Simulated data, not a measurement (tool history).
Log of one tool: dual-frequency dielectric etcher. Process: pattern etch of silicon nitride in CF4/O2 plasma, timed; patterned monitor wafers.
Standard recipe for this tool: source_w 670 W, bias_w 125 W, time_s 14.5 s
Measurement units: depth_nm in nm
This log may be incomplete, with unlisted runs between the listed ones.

run	day	source_w	bias_w	time_s	read-back reference wafer on the same gauge, depth_nm	depth_nm
1	0.000	670	125	14.5	27.88	32.29
2	0.958	670	125	14.5	27.93	32.29
3	1.662	670	125	14.5	27.92	32.25
4	2.950	670	125	14.5	27.92	32.20
5	3.550	790	125	16.5	27.92	40.95
6	5.004	790	125	16.5	27.89	40.68
7	6.321	670	125	14.5	27.89	32.14
8	7.179	670	125	14.5	27.90	32.12
# day 8.571: bias power generator calibrated
9	8.592	670	125	14.5	27.92	32.17
# day 8.792: source power generator calibrated
# day 10.296: wet clean of the chamber
10	10.317	670	125	14.5	27.89	32.49
11	10.621	670	125	14.5	27.91	32.53
12	11.608	670	125	14.5	27.89	32.49
13	13.075	670	125	14.5	27.89	32.61
14	14.029	530	125	10.0	27.87	19.44
# day 15.054: gauge calibrated
15	15.383	670	125	15.5	27.93	34.75
16	16.254	610	97	11.5	27.92	22.31
17	17.658	530	134	16.0	27.90	31.70
# day 19.092: upper electrode replaced
18	19.112	670	125	14.5	27.88	32.29
19	19.717	670	125	14.5	27.91	32.33
20	20.354	540	111	16.5	27.89	31.09
21	21.029	670	125	14.5	27.88	32.21
22	21.908	550	116	13.0	27.88	24.89
23	22.521	780	141	14.5	27.91	37.00
24	23.725	740	105	18.0	27.93	40.18
25	24.725	670	125	14.5	27.91	32.30
26	25.292	670	125	14.5	27.89	32.19
27	25.996	670	141	16.5	27.89	38.22

Give the tool's hidden conditions for every run:
source power that arrives over what is set, %: 0 across all the runs
bias power that arrives over what is set, %: 0 across all the runs
gauge reads high (%): 0 across all the runs
H1: etch rate over this chamber's usual, %
run	H1
1	-0.743
2	-0.834
3	-0.9
4	-1.02
5	-1.08
6	-1.22
7	-1.34
8	-1.42
9	-1.56
10	-0.0433
11	-0.072
12	-0.165
13	-0.304
14	-0.394
15	-0.522
16	-0.604
17	-0.737
18	-0.874
19	-0.931
20	-0.992
21	-1.06
22	-1.14
23	-1.2
24	-1.31
25	-1.4
26	-1.46
27	-1.52
